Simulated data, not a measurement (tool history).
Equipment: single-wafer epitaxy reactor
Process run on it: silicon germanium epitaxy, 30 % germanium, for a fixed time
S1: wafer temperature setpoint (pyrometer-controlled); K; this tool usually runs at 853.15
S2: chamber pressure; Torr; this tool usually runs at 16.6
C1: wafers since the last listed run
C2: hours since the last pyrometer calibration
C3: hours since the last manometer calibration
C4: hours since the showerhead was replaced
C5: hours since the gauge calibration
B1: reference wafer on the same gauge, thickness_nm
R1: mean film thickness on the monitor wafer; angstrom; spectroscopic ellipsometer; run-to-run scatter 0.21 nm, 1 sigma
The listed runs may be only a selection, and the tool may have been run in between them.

run    hour      S1    S2    C1      C2      C3      C4     C5      B1      R1
  1       0  853.15  16.6     0  2094.6  1604.5  5720.9  463.3  41.981  378.35
  2    57.3  853.15  16.6   836  2151.9  1661.8  5778.2  520.6  42.045  374.14
  3    83.2  853.15  16.6   377  2177.8  1687.7  5804.1  546.5  42.037  377.21
  4   140.7  853.15  19.7   839  2235.3  1745.2  5861.6    604  41.942  402.25
  5   209.2  853.15  16.6   999  2303.8  1813.7  5930.1  672.5  41.982  374.37
  6   268.6  853.15  16.6   866  2363.2  1873.1  5989.5  731.9  42.013  379.91
      347.6  -- gauge calibrated
  7     364  853.15  16.6  1392  2458.6  1968.5  6084.9   16.4  42.075  377.25
  8   423.8  853.15  16.6   872  2518.4  2028.3  6144.7   76.2   41.99  376.86
      439.4  -- pyrometer calibrated
  9   464.9  853.15  16.6   482    25.5  2069.4  6185.8  117.3  41.984  375.47
 10   496.8  853.15  16.6   465    57.4  2101.3  6217.7  149.2  42.049  375.19
 11   540.3  845.15  18.9   634   100.9  2144.8  6261.2  192.7  42.019  333.93
 12   573.1  847.15    15   478   133.7  2177.6    6294  225.5  41.993  316.33
      592.6  -- capacitance manometer re-zeroed and calibrated
 13   607.8  843.15  18.3   389   168.4    15.2  6328.7  260.2  41.962  312.46
 14   666.7  839.15  14.2   859   227.3    74.1  6387.6  319.1  41.997   260.2
      708.2  -- showerhead replaced
 15   725.1  839.15  20.1   735   285.7   132.5    16.9  377.5   42.02  297.44
 16   781.6  853.15  16.6   824   342.2     189    73.4    434   42.04  377.14
 17   827.6  853.15  16.6   671   388.2     235   119.4    480  42.037  377.06
 18   858.3  853.15  16.6   447   418.9   265.7   150.1  510.7  41.998  378.43
 19   928.5  840.15  19.5  1024   489.1   335.9   220.3  580.9  42.037  300.57
 20   981.9  862.15  13.1   779   542.5   389.3   273.7  634.3  42.099  420.16
 21  1025.5  842.15  16.6   636   586.1   432.9   317.3  677.9  41.988  294.83

What if the next run were any one of these 3? Each begins from the tool's condition after run 21:
  A  1025.9  853.15  16.6   5  586.5  433.3  317.7  678.3   ?   ?
  B  1025.9  843.15  18.8   5  586.5  433.3  317.7  678.3   ?   ?
  C  1025.9  845.15  16.6   5  586.5  433.3  317.7  678.3   ?   ?

run      B1      R1
  A  42.041   375.4
  B  42.041  315.75
  C  42.041   314.7
Without the tool's hidden state the same runs would have given:
run      R1
  A   375.4
  B  315.75
  C   314.7

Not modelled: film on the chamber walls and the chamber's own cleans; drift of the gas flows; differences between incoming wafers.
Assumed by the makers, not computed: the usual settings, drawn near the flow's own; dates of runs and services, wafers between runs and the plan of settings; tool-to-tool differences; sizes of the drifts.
